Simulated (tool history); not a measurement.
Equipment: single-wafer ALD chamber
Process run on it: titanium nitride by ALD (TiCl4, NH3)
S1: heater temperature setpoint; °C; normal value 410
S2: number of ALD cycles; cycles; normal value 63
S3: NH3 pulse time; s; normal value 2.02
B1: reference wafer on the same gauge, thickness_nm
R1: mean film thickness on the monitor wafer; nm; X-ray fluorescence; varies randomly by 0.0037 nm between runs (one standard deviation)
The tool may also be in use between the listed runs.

run	hour	S1	S2	S3	B1	R1
1	0	410	59	1.53	1.209	1.353
2	33.2	410	59	1.53	1.21	1.357
3	220.5	410	56	2.02	1.209	1.305
4	291	410	56	2.02	1.21	1.3
5	339.4	410	56	2.02	1.209	1.304
6	368.4	410	63	2.02	1.21	1.464
7	408.9	410	63	2.02	1.21	1.469
8	437.1	410	63	2.02	1.211	1.465
9	508	410	63	2.02	1.209	1.473
10	544.5	410	63	2.02	1.212	1.466
11	577.8	410	63	2.02	1.211	1.472
12	615.7	410	63	1.29	1.208	1.425
13	685.6	421	69	2.02	1.209	1.616
# hour 689.8: gauge calibrated
# hour 762.4: thermocouple changed; heater temperature recalibrated
# hour 852.7: showerhead replaced
14	859.1	421	70	2.02	1.209	1.64
15	899.8	410	67	2.59	1.211	1.578
16	968.9	422	69	2.75	1.21	1.627
17	1020.5	410	63	2.02	1.209	1.466
18	1045.7	410	54	2.02	1.209	1.262
19	1103.2	410	63	2.02	1.211	1.472
20	1152.7	410	51	2.47	1.21	1.199
21	1192.4	410	67	2.02	1.211	1.559
22	1243.5	410	63	2.02	1.211	1.471
23	1289.4	410	63	2.45	1.21	1.481

Alternative continuations, all from the tool just after run 23; predict every row:
A	1289.9	410	63	2.02	?	?
B	1289.9	397	63	2.35	?	?
C	1289.9	417	60	2.02	?	?

run	B1	R1
A	1.209	1.459
B	1.209	1.461
C	1.209	1.394
Stripped of hidden state, with their random variation kept, the same runs would have yielded:
run	R1
A	1.459
B	1.461
C	1.394

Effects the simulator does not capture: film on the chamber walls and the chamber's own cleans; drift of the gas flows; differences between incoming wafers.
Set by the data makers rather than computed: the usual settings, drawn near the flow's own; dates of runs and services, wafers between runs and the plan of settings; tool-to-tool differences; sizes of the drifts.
